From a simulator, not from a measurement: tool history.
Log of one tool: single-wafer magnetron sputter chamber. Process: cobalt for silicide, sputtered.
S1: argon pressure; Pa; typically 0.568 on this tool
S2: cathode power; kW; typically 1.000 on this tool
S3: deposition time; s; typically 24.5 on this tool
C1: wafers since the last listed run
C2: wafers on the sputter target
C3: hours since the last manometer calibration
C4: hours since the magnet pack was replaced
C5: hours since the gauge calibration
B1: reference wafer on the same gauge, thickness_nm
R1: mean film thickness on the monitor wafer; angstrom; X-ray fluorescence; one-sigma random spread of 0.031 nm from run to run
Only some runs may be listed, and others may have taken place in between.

Run 1, hour 0.0: usual settings; C1 0; C2 1903; C3 796.1; C4 9362.0; C5 583.1; B1 11.797. Result: R1 124.11 angstrom.
Run 2, hour 59.6: usual settings; C1 1346; C2 3249; C3 855.7; C4 9421.6; C5 642.7; B1 11.805. Result: R1 124.46 angstrom.
Run 3, hour 110.1: usual settings; C1 1140; C2 4390; C3 906.2; C4 9472.1; C5 693.2; B1 11.804. Result: R1 124.00 angstrom.
Run 4, hour 143.0: usual settings but S1 0.626 Pa, S2 1.100 kW; C1 743; C2 5133; C3 939.1; C4 9505.0; C5 726.1; B1 11.803. Result: R1 133.14 angstrom.
Run 5, hour 175.1: usual settings; C1 725; C2 5858; C3 971.2; C4 9537.1; C5 758.2; B1 11.799. Result: R1 124.04 angstrom.
At hour 213.3: sputter target and shields replaced.
Run 6, hour 216.3: usual settings; C1 749; C2 66; C3 1012.4; C4 9578.3; C5 799.4; B1 11.793. Result: R1 124.97 angstrom.
Run 7, hour 249.4: usual settings; C1 747; C2 814; C3 1045.5; C4 9611.4; C5 832.5; B1 11.795. Result: R1 124.90 angstrom.
Run 8, hour 317.5: usual settings but S3 21.4 s; C1 1538; C2 2353; C3 1113.6; C4 9679.5; C5 900.6; B1 11.795. Result: R1 109.23 angstrom.
At hour 371.5: capacitance manometer re-zeroed and calibrated.
Run 9, hour 372.0: usual settings; C1 1050; C2 3403; C3 0.5; C4 9734.0; C5 955.1; B1 11.795. Result: R1 122.62 angstrom.
Run 10, hour 422.3: usual settings but S2 1.250 kW; C1 1136; C2 4539; C3 50.8; C4 9784.3; C5 1005.4; B1 11.803. Result: R1 147.76 angstrom.
Run 11, hour 484.8: usual settings; C1 1411; C2 5951; C3 113.3; C4 9846.8; C5 1067.9; B1 11.800. Result: R1 123.31 angstrom.
At hour 547.9: sputter target and shields replaced.
At hour 680.3: magnet pack replaced.
Run 12, hour 685.9: usual settings; C1 4181; C2 2936; C3 314.4; C4 5.6; C5 1269.0; B1 11.801. Result: R1 122.82 angstrom.
At hour 729.3: gauge calibrated.
Run 13, hour 738.7: usual settings but S2 1.150 kW, S3 28.9 s; C1 1192; C2 4129; C3 367.2; C4 58.4; C5 9.4; B1 11.805. Result: R1 163.37 angstrom.
At hour 900.8: sputter target and shields replaced.
Run 14, hour 937.5: usual settings but S1 0.637 Pa, S2 0.800 kW, S3 21.6 s; C1 4310; C2 828; C3 566.0; C4 257.2; C5 208.2; B1 11.797. Result: R1 89.52 angstrom.
Run 15, hour 964.1: usual settings but S3 20.4 s; C1 600; C2 1429; C3 592.6; C4 283.8; C5 234.8; B1 11.798. Result: R1 103.28 angstrom.
Run 16, hour 1035.7: usual settings; C1 1617; C2 3046; C3 664.2; C4 355.4; C5 306.4; B1 11.795. Result: R1 124.68 angstrom.
Run 17, hour 1079.4: usual settings but S1 0.453 Pa; C1 987; C2 4033; C3 707.9; C4 399.1; C5 350.1; B1 11.793. Result: R1 127.28 angstrom.

Consider 3 possible next runs. They are alternatives, not a sequence: every one starts from the tool as it was left by run 17. What does each give?
Run A, hour 1079.8: usual settings but S1 0.775 Pa; C1 9; C2 4042; C3 708.3; C4 399.5; C5 350.5; B1 ?. Result: R1 ?.
Run B, hour 1079.8: usual settings but S2 0.800 kW; C1 9; C2 4042; C3 708.3; C4 399.5; C5 350.5; B1 ?. Result: R1 ?.
Run C, hour 1079.8: usual settings but S1 0.358 Pa, S2 1.250 kW, S3 26.7 s; C1 9; C2 4042; C3 708.3; C4 399.5; C5 350.5; B1 ?. Result: R1 ?.

run      B1      R1
  A  11.802  118.16
  B  11.802  104.08
  C  11.802  172.50
Take away the tool's hidden state, keep each run's random variation, and the runs would have read:
run      R1
  A  115.96
  B  102.59
  C  170.82

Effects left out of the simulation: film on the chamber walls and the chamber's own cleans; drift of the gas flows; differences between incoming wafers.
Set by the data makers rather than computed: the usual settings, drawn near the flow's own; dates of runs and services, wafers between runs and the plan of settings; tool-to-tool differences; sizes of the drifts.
